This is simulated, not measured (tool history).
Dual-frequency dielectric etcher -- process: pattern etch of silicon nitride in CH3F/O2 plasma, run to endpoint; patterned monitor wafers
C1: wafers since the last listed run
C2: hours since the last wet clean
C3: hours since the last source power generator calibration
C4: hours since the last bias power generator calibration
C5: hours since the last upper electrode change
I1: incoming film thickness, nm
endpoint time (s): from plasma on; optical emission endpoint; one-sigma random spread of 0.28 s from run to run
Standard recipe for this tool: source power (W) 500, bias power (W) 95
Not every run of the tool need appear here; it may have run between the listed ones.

Run 1, hour 0.0: usual settings but source power (W) 560, bias power (W) 103; C1 0; C2 298.2; C3 3452.6; C4 2672.1; C5 2568.0; I1 77.5. Result: endpoint time (s) 63.6.
Run 2, hour 14.9: usual settings but source power (W) 560, bias power (W) 103; C1 102; C2 313.1; C3 3467.5; C4 2687.0; C5 2582.9; I1 78.6. Result: endpoint time (s) 65.0.
Run 3, hour 27.9: usual settings but source power (W) 570, bias power (W) 113; C1 89; C2 326.1; C3 3480.5; C4 2700.0; C5 2595.9; I1 78.3. Result: endpoint time (s) 61.7.
Run 4, hour 43.0: usual settings; C1 103; C2 341.2; C3 3495.6; C4 2715.1; C5 2611.0; I1 78.7. Result: endpoint time (s) 69.1.
Run 5, hour 60.0: usual settings; C1 117; C2 358.2; C3 3512.6; C4 2732.1; C5 2628.0; I1 78.2. Result: endpoint time (s) 68.9.
Run 6, hour 74.3: usual settings; C1 98; C2 372.5; C3 3526.9; C4 2746.4; C5 2642.3; I1 77.8. Result: endpoint time (s) 68.7.
Run 7, hour 91.7: usual settings; C1 119; C2 389.9; C3 3544.3; C4 2763.8; C5 2659.7; I1 77.3. Result: endpoint time (s) 68.0.
Run 8, hour 102.9: usual settings; C1 77; C2 401.1; C3 3555.5; C4 2775.0; C5 2670.9; I1 78.9. Result: endpoint time (s) 70.2.
Run 9, hour 111.5: usual settings; C1 59; C2 409.7; C3 3564.1; C4 2783.6; C5 2679.5; I1 77.6. Result: endpoint time (s) 68.4.
At hour 137.2: wet clean of the chamber.
Run 10, hour 137.7: usual settings; C1 15; C2 0.5; C3 3590.3; C4 2809.8; C5 2705.7; I1 78.3. Result: endpoint time (s) 70.4.
Run 11, hour 138.1: usual settings but source power (W) 590, bias power (W) 77; C1 2; C2 0.9; C3 3590.7; C4 2810.2; C5 2706.1; I1 78.5. Result: endpoint time (s) 75.7.
Run 12, hour 148.7: usual settings but source power (W) 590, bias power (W) 77; C1 73; C2 11.5; C3 3601.3; C4 2820.8; C5 2716.7; I1 78.3. Result: endpoint time (s) 75.6.
Run 13, hour 155.1: usual settings; C1 44; C2 17.9; C3 3607.7; C4 2827.2; C5 2723.1; I1 79.0. Result: endpoint time (s) 71.5.
Run 14, hour 169.9: usual settings; C1 101; C2 32.7; C3 3622.5; C4 2842.0; C5 2737.9; I1 78.1. Result: endpoint time (s) 70.7.
Run 15, hour 182.1: usual settings; C1 84; C2 44.9; C3 3634.7; C4 2854.2; C5 2750.1; I1 78.2. Result: endpoint time (s) 71.4.
Run 16, hour 196.2: usual settings; C1 97; C2 59.0; C3 3648.8; C4 2868.3; C5 2764.2; I1 78.7. Result: endpoint time (s) 71.0.
Run 17, hour 207.9: usual settings but source power (W) 590, bias power (W) 77; C1 80; C2 70.7; C3 3660.5; C4 2880.0; C5 2775.9; I1 78.8. Result: endpoint time (s) 75.4.
Run 18, hour 214.1: usual settings but source power (W) 390, bias power (W) 87; C1 42; C2 76.9; C3 3666.7; C4 2886.2; C5 2782.1; I1 78.6. Result: endpoint time (s) 77.9.
At hour 233.1: source power generator calibrated.
At hour 244.2: wet clean of the chamber, repeated, since the last time left the tool worse.
Run 19, hour 268.0: usual settings but bias power (W) 86; C1 267; C2 23.8; C3 34.9; C4 2940.1; C5 2836.0; I1 77.2. Result: endpoint time (s) 69.9.
Run 20, hour 280.1: usual settings but source power (W) 410, bias power (W) 86; C1 83; C2 35.9; C3 47.0; C4 2952.2; C5 2848.1; I1 77.7. Result: endpoint time (s) 74.0.
Run 21, hour 296.2: usual settings; C1 110; C2 52.0; C3 63.1; C4 2968.3; C5 2864.2; I1 78.6. Result: endpoint time (s) 68.0.
Run 22, hour 310.8: usual settings but source power (W) 570, bias power (W) 105; C1 100; C2 66.6; C3 77.7; C4 2982.9; C5 2878.8; I1 79.4. Result: endpoint time (s) 64.1.
At hour 339.9: bias power generator calibrated.
At hour 341.3: upper electrode replaced.
Run 23, hour 341.8: usual settings but source power (W) 460, bias power (W) 87; C1 176; C2 97.6; C3 108.7; C4 1.9; C5 0.5; I1 77.5. Result: endpoint time (s) 71.5.
Run 24, hour 342.2: usual settings but source power (W) 440; C1 2; C2 98.0; C3 109.1; C4 2.3; C5 0.9; I1 78.7. Result: endpoint time (s) 70.2.
Run 25, hour 345.8: usual settings; C1 24; C2 101.6; C3 112.7; C4 5.9; C5 4.5; I1 77.7. Result: endpoint time (s) 67.6.
Run 26, hour 361.5: usual settings but source power (W) 610, bias power (W) 112; C1 108; C2 117.3; C3 128.4; C4 21.6; C5 20.2; I1 78.0. Result: endpoint time (s) 60.5.
Run 27, hour 374.9: usual settings but source power (W) 590, bias power (W) 114; C1 92; C2 130.7; C3 141.8; C4 35.0; C5 33.6; I1 78.4. Result: endpoint time (s) 60.5.
Run 28, hour 392.0: usual settings but source power (W) 410, bias power (W) 74; C1 117; C2 147.8; C3 158.9; C4 52.1; C5 50.7; I1 78.3. Result: endpoint time (s) 79.2.
Run 29, hour 408.3: usual settings but source power (W) 530, bias power (W) 116; C1 112; C2 164.1; C3 175.2; C4 68.4; C5 67.0; I1 78.2. Result: endpoint time (s) 61.0.
Run 30, hour 419.6: usual settings but source power (W) 590, bias power (W) 110; C1 77; C2 175.4; C3 186.5; C4 79.7; C5 78.3; I1 78.3. Result: endpoint time (s) 61.5.
Run 31, hour 428.9: usual settings but source power (W) 470, bias power (W) 116; C1 64; C2 184.7; C3 195.8; C4 89.0; C5 87.6; I1 78.7. Result: endpoint time (s) 63.2.
Run 32, hour 437.2: usual settings but source power (W) 400; C1 57; C2 193.0; C3 204.1; C4 97.3; C5 95.9; I1 78.5. Result: endpoint time (s) 71.5.
Run 33, hour 450.1: usual settings; C1 88; C2 205.9; C3 217.0; C4 110.2; C5 108.8; I1 78.9. Result: endpoint time (s) 68.7.
Run 34, hour 467.7: usual settings but source power (W) 400, bias power (W) 111; C1 121; C2 223.5; C3 234.6; C4 127.8; C5 126.4; I1 78.7. Result: endpoint time (s) 66.7.

Entry by entry between the runs, the difference in hidden state between the last listed run before and the first listed run after:
From run 9 to run 10: wet clean of the chamber (hour 137.2)
  etch rate over this chamber's usual, %: -2.2 -> -4.15
  the result without the hidden state subtracted from the measured one, endpoint time (s): +1.5 -> +3.0
From run 18 to run 19: source power generator calibrated (hour 233.1); wet clean of the chamber, repeated, since the last time left the tool worse (hour 244.2)
  etch rate over this chamber's usual, %: -4.55 -> -0.287
  the result without the hidden state subtracted from the measured one, endpoint time (s): +3.5 -> +0.2
From run 22 to run 23: bias power generator calibrated (hour 339.9); upper electrode replaced (hour 341.3)
  etch rate over this chamber's usual, %: -0.514 -> -0.678
  the result without the hidden state subtracted from the measured one, endpoint time (s): +0.3 -> +0.5
